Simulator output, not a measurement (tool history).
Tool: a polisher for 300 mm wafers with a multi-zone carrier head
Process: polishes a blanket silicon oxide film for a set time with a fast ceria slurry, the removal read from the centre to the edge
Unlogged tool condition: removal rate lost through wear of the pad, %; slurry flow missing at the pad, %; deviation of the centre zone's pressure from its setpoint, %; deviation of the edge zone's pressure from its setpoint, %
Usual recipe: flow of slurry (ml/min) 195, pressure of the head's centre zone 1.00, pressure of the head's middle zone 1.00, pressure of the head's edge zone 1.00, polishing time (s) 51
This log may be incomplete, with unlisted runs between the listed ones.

run,day,flow of slurry (ml/min),pressure of the head's centre zone,pressure of the head's middle zone,pressure of the head's edge zone,polishing time (s),wafers since the last listed run,wafers polished on this pad,hours since the slurry nozzle was cleaned,hours since the centre zone pressure was calibrated,hours since the edge zone pressure was calibrated,hours since the carrier head's membrane was replaced,"incoming thickness of the incoming film, nm",film removed at the wafer's centre (angstrom),film removed at mid-radius (angstrom),film removed at the wafer's edge (angstrom)
1,0.000,195,1.00,1.00,1.00,51,0,384,387.5,1016.9,254.7,692.2,1648.9,4789,4697,4920
2,0.304,195,1.00,1.00,1.00,51,94,479,394.8,1024.2,262.0,699.5,1614.8,4738,4755,4987
3,0.812,195,1.00,1.00,1.00,51,157,637,407.0,1036.4,274.2,711.7,1651.1,4705,4771,4901
4,1.421,195,1.00,1.00,1.00,51,188,826,421.6,1051.0,288.8,726.3,1637.0,4548,4584,4759
# day 2.838: worn pad replaced by a new one
5,3.050,180,1.00,1.00,0.91,51,454,65,460.7,1090.1,327.9,765.4,1614.8,4629,4704,4729
# day 3.508: edge zone pressure recalibrated
6,3.542,195,1.00,1.00,1.00,51,126,192,472.5,1101.9,0.8,777.2,1638.6,4692,4718,4894
7,3.862,195,1.00,1.06,1.00,38,99,292,480.2,1109.6,8.5,784.9,1628.0,3510,3698,3645
8,4.167,195,1.00,1.06,1.00,38,94,386,487.5,1116.9,15.8,792.2,1631.1,3440,3698,3622
9,4.700,195,1.03,1.00,1.00,51,165,552,500.3,1129.7,28.6,805.0,1665.6,4729,4649,4774
10,5.200,195,1.03,1.00,1.00,51,155,707,512.3,1141.7,40.6,817.0,1636.6,4641,4563,4842
11,5.662,195,0.95,1.07,1.07,38,143,851,523.4,1152.8,51.7,828.1,1621.6,3163,3587,3513
# day 6.258: carrier head's membrane replaced by a new one
12,6.279,195,1.05,1.00,1.00,58,126,978,538.2,1167.6,66.5,0.5,1638.8,5158,5038,5220
# day 6.454: worn pad replaced by a new one
13,6.933,195,1.00,1.00,1.00,51,151,149,553.9,1183.3,82.2,16.2,1632.6,4530,4541,4830
14,7.383,195,1.05,1.00,1.00,58,139,289,564.7,1194.1,93.0,27.0,1612.1,5374,5200,5318
# day 7.992: slurry nozzle cleaned
15,8.012,195,0.96,1.09,1.05,44,182,471,0.5,1209.2,108.1,42.1,1629.7,4030,4520,4432
# day 8.408: centre zone pressure recalibrated
16,8.429,195,1.00,0.94,1.00,51,103,575,10.5,0.5,118.1,52.1,1659.7,4860,4625,5078
17,8.662,195,0.92,0.89,0.90,37,72,647,16.1,6.1,123.7,57.7,1620.8,3184,3153,3467
18,9.338,195,1.00,1.00,1.00,51,209,857,32.3,22.3,139.9,73.9,1655.4,4702,4755,4845
19,9.900,195,1.00,1.00,1.08,38,174,1031,45.8,35.8,153.4,87.4,1675.6,3443,3422,3569
# day 10.321: worn pad replaced by a new one
20,10.342,195,1.00,1.00,1.00,51,85,6,56.4,46.4,164.0,98.0,1639.6,4885,5020,5024
21,10.642,195,1.11,1.11,0.95,43,93,99,63.6,53.6,171.2,105.2,1645.9,4626,4580,4248

Hidden state, per run?
deviation of the centre zone's pressure from its setpoint, %: 0 on each run
deviation of the edge zone's pressure from its setpoint, %: 0 on each run
H1: removal rate lost through wear of the pad, %
H2: slurry flow missing at the pad, %
run,H1,H2
1,1.58,20.5
2,2.04,21.3
3,3.03,22.5
4,4.59,24
5,0.193,28.4
6,0.437,29.8
7,0.738,30.8
8,1.13,31.7
9,2.05,33.3
10,3.2,34.8
11,4.5,36.3
12,6.6,38.3
13,1.2,40.4
14,1.54,42
15,2.39,0.246
16,3.19,0.26
17,3.72,0.279
18,5.59,0.379
19,7.53,0.513
20,1.3,0.65
21,1.36,0.76
